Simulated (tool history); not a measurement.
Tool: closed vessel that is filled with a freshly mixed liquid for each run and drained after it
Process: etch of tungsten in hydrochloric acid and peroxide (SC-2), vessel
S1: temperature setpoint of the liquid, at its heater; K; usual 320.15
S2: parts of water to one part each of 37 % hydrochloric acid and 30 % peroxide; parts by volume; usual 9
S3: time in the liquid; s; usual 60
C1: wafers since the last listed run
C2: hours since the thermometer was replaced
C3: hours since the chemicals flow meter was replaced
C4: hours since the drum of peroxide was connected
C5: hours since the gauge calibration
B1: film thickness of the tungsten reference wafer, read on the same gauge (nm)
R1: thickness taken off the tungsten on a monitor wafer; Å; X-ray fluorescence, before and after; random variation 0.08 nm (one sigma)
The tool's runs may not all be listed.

run    hour      S1    S2  S3     C1      C2      C3     C4      C5     B1     R1
  1       0  320.15     9  60      0  1729.1   611.3    314   911.7  60.01   74.6
  2    59.5  320.15     7  60   7027  1788.6   670.8  373.5   971.2  60.03   90.5
  3     115  316.65     9  60   6555  1844.1   726.3    429  1026.7     60   57.8
  4   182.3  316.65     9  60   7948  1911.4   793.6  496.3    1094     60   57.2
  5   220.1  320.15     9  40   4464  1949.2   831.4  534.1  1131.8  59.99   48.4
      326.1  -- new drum of peroxide connected
  6   408.7  320.15     9  40  22157  2137.8    1020   82.6  1320.4  59.99   46.5
  7   460.2  320.15     9  60   6082  2189.3  1071.5  134.1  1371.9  59.98   70.3
  8   504.9  320.15     9  60   5279    2234  1116.2  178.8  1416.6     60     70
  9   575.6  317.15     8  60   8350  2304.7  1186.9  249.5  1487.3  60.02   61.6
 10   616.2  317.15     8  60   4795  2345.3  1227.5  290.1  1527.9  59.99   61.4
      627.2  -- chemicals flow meter replaced
      640.2  -- thermometer replaced
 11   665.5  323.65     9  60   5586    25.3    38.3  339.4  1577.2     60  106.5
 12   701.8  320.15    11  35   4287    61.6    74.6  375.7  1613.5  59.98   41.8
 13   763.8  320.15     9  60   7322   123.6   136.6  437.7  1675.5  59.96   81.9
 14   817.9  320.15     9  60   6389   177.7   190.7  491.8  1729.6     60   81.6
 15   888.5  320.15   5.5  60   8338   248.3   261.3  562.4  1800.2  60.03  117.9
 16   922.1  311.65  11.5  30   3968   281.9   294.9    596  1833.8  60.01   18.3
      982.4  -- new drum of peroxide connected
 17   992.5  330.15   7.5  80   8196   352.3   365.3   10.1  1904.2  59.99  239.7
 18  1016.7  325.65  12.5  80   2858   376.5   389.5   34.3  1928.4  59.95    119
 19    1053  320.15     9  75   4287   412.8   425.8   70.6  1964.7     60  100.3
     1078.4  -- gauge calibrated
 20  1113.2  312.15    11  60   7110     473     486  130.8    34.8  59.98   38.2
 21  1137.8  310.15     9  60   2905   497.6   510.6  155.4    59.4  60.01   38.7
 22  1209.5  320.15  11.5  35   8468   569.3   582.3  227.1   131.1  59.98     37
 23  1239.9  320.15     9  60   3590   599.7   612.7  257.5   161.5  59.98   77.3
 24  1298.7  320.15    11  60   6944   658.5   671.5  316.3   220.3  60.02   64.4
 25  1339.1  329.65     9  30   4771   698.9   711.9  356.7   260.7     60   72.1
 26  1401.8  320.15     9  60   7405   761.6   774.6  419.4   323.4  60.01   77.1
 27  1439.8  320.15     9  60   4488   799.6   812.6  457.4   361.4  59.98     76
 28  1474.4  326.15  11.5  80   4086   834.2   847.2    492     396     60  122.1
 29  1502.5  320.15     9  60   3318   862.3   875.3  520.1   424.1     60   74.3
 30  1544.9  310.65   5.5  35   5007   904.7   917.7  562.5   466.5  59.98   32.8

4 ways to go on from here, each from the tool as it stands after run 30. What would each give?
  A  1545.6  320.15    9  60  82  905.4  918.4  563.2  467.2   ?   ?
  B  1545.6  316.65    6  60  82  905.4  918.4  563.2  467.2   ?   ?
  C  1545.6  328.65  5.5  85  82  905.4  918.4  563.2  467.2   ?   ?
  D  1545.6  328.15    6  60  82  905.4  918.4  563.2  467.2   ?   ?

run     B1     R1
  A  60.02   73.5
  B  60.02     80
  C  60.02  271.8
  D  60.02  173.8
Without the tool's hidden state the same runs would have given:
run     R1
  A     87
  B   94.1
  C  317.2
  D  203.3
